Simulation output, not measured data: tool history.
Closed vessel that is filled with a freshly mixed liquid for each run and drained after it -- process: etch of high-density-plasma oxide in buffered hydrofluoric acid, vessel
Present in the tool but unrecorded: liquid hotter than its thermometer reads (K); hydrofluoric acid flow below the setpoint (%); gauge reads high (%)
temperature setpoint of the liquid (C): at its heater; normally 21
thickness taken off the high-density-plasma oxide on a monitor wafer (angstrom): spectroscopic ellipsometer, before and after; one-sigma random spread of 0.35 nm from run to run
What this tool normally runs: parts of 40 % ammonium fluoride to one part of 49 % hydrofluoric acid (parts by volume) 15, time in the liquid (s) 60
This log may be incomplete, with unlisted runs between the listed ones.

| run | hour | temperature setpoint of the liquid (C) | parts of 40 % ammonium fluoride to one part of 49 % hydrofluoric acid (parts by volume) | time in the liquid (s) | wafers since the last listed run | hours since the thermometer was replaced | hours since the hydrofluoric acid flow meter was replaced | hours since the gauge calibration | read-back film thickness of the high-density-plasma oxide reference wafer, read on the same gauge (nm) | thickness taken off the high-density-plasma oxide on a monitor wafer (angstrom) |
|---|---|---|---|---|---|---|---|---|---|---|
| 1 | 0 | 21 | 15 | 60 | 0 | 1197.7 | 982.4 | 224.4 | 30 | 435.3 |
| 2 | 70.6 | 21 | 15 | 60 | 4533 | 1268.3 | 1053 | 295 | 29.99 | 435.5 |
| 3 | 95.1 | 21 | 15 | 60 | 1573 | 1292.8 | 1077.5 | 319.5 | 30.01 | 434.4 |
| 4 | 144.5 | 21 | 15 | 60 | 3172 | 1342.2 | 1126.9 | 368.9 | 29.99 | 431 |
| 5 | 195.2 | 21 | 15 | 60 | 3255 | 1392.9 | 1177.6 | 419.6 | 30 | 425.4 |
| 6 | 225.8 | 21 | 15 | 60 | 1965 | 1423.5 | 1208.2 | 450.2 | 30 | 428.5 |
| 7 | 274.5 | 21 | 15 | 60 | 3127 | 1472.2 | 1256.9 | 498.9 | 30 | 436.1 |
| 8 | 337.4 | 21 | 15 | 60 | 4039 | 1535.1 | 1319.8 | 561.8 | 30.01 | 434.3 |
| 9 | 394.7 | 21 | 15 | 60 | 3679 | 1592.4 | 1377.1 | 619.1 | 30.01 | 428.5 |
| 10 | 438.7 | 21 | 15 | 60 | 2825 | 1636.4 | 1421.1 | 663.1 | 30 | 436.6 |
| 11 | 509.7 | 21 | 15 | 60 | 4559 | 1707.4 | 1492.1 | 734.1 | 29.98 | 434 |
| 12 | 547.3 | 21 | 15 | 60 | 2414 | 1745 | 1529.7 | 771.7 | 29.99 | 424.8 |
| 13 | 613.6 | 21 | 15 | 60 | 4257 | 1811.3 | 1596 | 838 | 29.98 | 436.4 |
| 14 | 654.9 | 21 | 15 | 60 | 2652 | 1852.6 | 1637.3 | 879.3 | 30 | 435.7 |
| 15 | 706.2 | 21 | 19 | 60 | 3294 | 1903.9 | 1688.6 | 930.6 | 30 | 339.4 |
| 16 | 731.5 | 21 | 15 | 60 | 1624 | 1929.2 | 1713.9 | 955.9 | 30.01 | 428.4 |
| 17 | 778.3 | 21 | 16 | 35 | 3005 | 1976 | 1760.7 | 1002.7 | 30 | 233.5 |
| 18 | 834.3 | 24 | 9.5 | 35 | 3596 | 2032 | 1816.7 | 1058.7 | 30.01 | 455 |
|  | 876.7 | hydrofluoric acid flow meter replaced |
|  | 878.6 | gauge calibrated |
| 19 | 880.6 | 17 | 16.5 | 35 | 2908 | 2078.3 | 3.9 | 2 | 30 | 174 |
|  | 985.8 | thermometer replaced |
| 20 | 1030.9 | 23.5 | 19.5 | 85 | 9587 | 45.1 | 154.2 | 152.3 | 30 | 528.2 |
| 21 | 1096.6 | 25.5 | 15 | 45 | 4219 | 110.8 | 219.9 | 218 | 30 | 398.7 |
| 22 | 1156.3 | 17 | 15 | 90 | 3833 | 170.5 | 279.6 | 277.7 | 30 | 493.2 |
| 23 | 1199.4 | 21 | 15 | 60 | 2767 | 213.6 | 322.7 | 320.8 | 30.01 | 407.6 |
| 24 | 1224 | 21 | 15 | 60 | 1579 | 238.2 | 347.3 | 345.4 | 30 | 413.3 |
| 25 | 1288.6 | 23 | 15 | 60 | 4148 | 302.8 | 411.9 | 410 | 30.01 | 454.2 |
|  | 1315.4 | hydrofluoric acid flow meter replaced, repeated, since the last time left the tool worse |
| 26 | 1337.9 | 26 | 17 | 60 | 3101 | 352.1 | 22.5 | 459.3 | 30.01 | 524.4 |
| 27 | 1387.1 | 21 | 15 | 60 | 3159 | 401.3 | 71.7 | 508.5 | 30.02 | 445.5 |
| 28 | 1445.3 | 21 | 17.5 | 60 | 3737 | 459.5 | 129.9 | 566.7 | 29.99 | 379.5 |
| 29 | 1507.8 | 19 | 15 | 35 | 4013 | 522 | 192.4 | 629.2 | 29.99 | 230.2 |
| 30 | 1546.6 | 25.5 | 20.5 | 60 | 2491 | 560.8 | 231.2 | 668 | 30 | 418.4 |
| 31 | 1604.2 | 17.5 | 12.5 | 30 | 3698 | 618.4 | 288.8 | 725.6 | 30 | 214 |
| 32 | 1673.7 | 21 | 15 | 60 | 4463 | 687.9 | 358.3 | 795.1 | 30 | 438.9 |

For each run, what was the tool's unlogged condition?
liquid hotter than its thermometer reads (K): 0 across all the runs
gauge reads high (%): 0 across all the runs
H1: hydrofluoric acid flow below the setpoint (%)
| run | H1 |
|---|---|
| 1 | 2.56 |
| 2 | 2.71 |
| 3 | 2.76 |
| 4 | 2.86 |
| 5 | 2.96 |
| 6 | 3.03 |
| 7 | 3.13 |
| 8 | 3.26 |
| 9 | 3.38 |
| 10 | 3.47 |
| 11 | 3.62 |
| 12 | 3.69 |
| 13 | 3.83 |
| 14 | 3.92 |
| 15 | 4.02 |
| 16 | 4.07 |
| 17 | 4.17 |
| 18 | 4.29 |
| 19 | 7.42 |
| 20 | 7.73 |
| 21 | 7.87 |
| 22 | 7.99 |
| 23 | 8.08 |
| 24 | 8.13 |
| 25 | 8.26 |
| 26 | 0.383 |
| 27 | 0.485 |
| 28 | 0.605 |
| 29 | 0.735 |
| 30 | 0.815 |
| 31 | 0.934 |
| 32 | 1.08 |
